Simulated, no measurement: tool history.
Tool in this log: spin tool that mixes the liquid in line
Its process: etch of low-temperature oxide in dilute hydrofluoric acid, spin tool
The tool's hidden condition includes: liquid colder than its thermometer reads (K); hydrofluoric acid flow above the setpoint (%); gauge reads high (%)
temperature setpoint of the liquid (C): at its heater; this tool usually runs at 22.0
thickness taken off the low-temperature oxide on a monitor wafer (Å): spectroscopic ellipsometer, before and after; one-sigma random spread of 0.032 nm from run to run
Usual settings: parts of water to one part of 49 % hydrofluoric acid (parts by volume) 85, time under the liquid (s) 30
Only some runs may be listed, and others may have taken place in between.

| run | hour | temperature setpoint of the liquid (C) | parts of water to one part of 49 % hydrofluoric acid (parts by volume) | time under the liquid (s) | wafers since the last listed run | hours since the thermometer was replaced | hours since the hydrofluoric acid flow meter was replaced | hours since the gauge calibration | read-back film thickness of the low-temperature oxide reference wafer, read on the same gauge (nm) | thickness taken off the low-temperature oxide on a monitor wafer (Å) |
|---|---|---|---|---|---|---|---|---|---|---|
| 1 | 0.0 | 22.0 | 85 | 30 | 0 | 1585.8 | 1138.0 | 105.2 | 39.96 | 82.3 |
| 2 | 37.0 | 22.0 | 85 | 30 | 374 | 1622.8 | 1175.0 | 142.2 | 40.00 | 82.4 |
| 3 | 68.7 | 22.0 | 85 | 30 | 320 | 1654.5 | 1206.7 | 173.9 | 40.00 | 82.6 |
| 4 | 108.8 | 22.0 | 85 | 30 | 405 | 1694.6 | 1246.8 | 214.0 | 40.00 | 82.2 |
| 5 | 168.6 | 22.0 | 85 | 30 | 605 | 1754.4 | 1306.6 | 273.8 | 39.99 | 82.4 |
| 6 | 203.7 | 22.0 | 85 | 30 | 355 | 1789.5 | 1341.7 | 308.9 | 40.02 | 82.1 |
| 7 | 228.9 | 22.0 | 85 | 30 | 254 | 1814.7 | 1366.9 | 334.1 | 40.01 | 81.9 |
|  | 250.0 | hydrofluoric acid flow meter replaced |
| 8 | 255.3 | 22.0 | 85 | 30 | 256 | 1841.1 | 5.3 | 360.5 | 40.04 | 79.1 |
|  | 311.9 | gauge calibrated |
| 9 | 324.3 | 22.0 | 65 | 30 | 698 | 1910.1 | 74.3 | 12.4 | 40.00 | 106.0 |
|  | 340.4 | thermometer replaced |
| 10 | 349.0 | 22.0 | 85 | 30 | 239 | 8.6 | 99.0 | 37.1 | 39.97 | 85.6 |
| 11 | 400.8 | 22.0 | 60 | 20 | 524 | 60.4 | 150.8 | 88.9 | 40.01 | 83.1 |
| 12 | 471.1 | 18.0 | 70 | 40 | 711 | 130.7 | 221.1 | 159.2 | 40.00 | 118.5 |
| 13 | 507.2 | 19.5 | 85 | 50 | 365 | 166.8 | 257.2 | 195.3 | 39.98 | 128.0 |
| 14 | 569.1 | 17.5 | 60 | 45 | 626 | 228.7 | 319.1 | 257.2 | 39.98 | 152.8 |
| 15 | 699.6 | 22.0 | 70 | 20 | 1320 | 359.2 | 449.6 | 387.7 | 39.98 | 69.8 |

Branching from run 15: 3 alternative next runs. What would each branch give?
| A | 700.0 | 22.0 | 85 | 30 | 4 | 359.6 | 450.0 | 388.1 | ? | ? |
| B | 700.0 | 22.0 | 85 | 15 | 4 | 359.6 | 450.0 | 388.1 | ? | ? |
| C | 700.0 | 19.5 | 60 | 25 | 4 | 359.6 | 450.0 | 388.1 | ? | ? |

| run | read-back film thickness of the low-temperature oxide reference wafer, read on the same gauge (nm) | thickness taken off the low-temperature oxide on a monitor wafer (Å) |
|---|---|---|
| A | 39.98 | 85.2 |
| B | 39.98 | 42.6 |
| C | 39.98 | 93.2 |
Without the tool's unlogged condition, the same runs would have read:
| run | thickness taken off the low-temperature oxide on a monitor wafer (Å) |
|---|---|
| A | 87.1 |
| B | 43.6 |
| C | 95.5 |
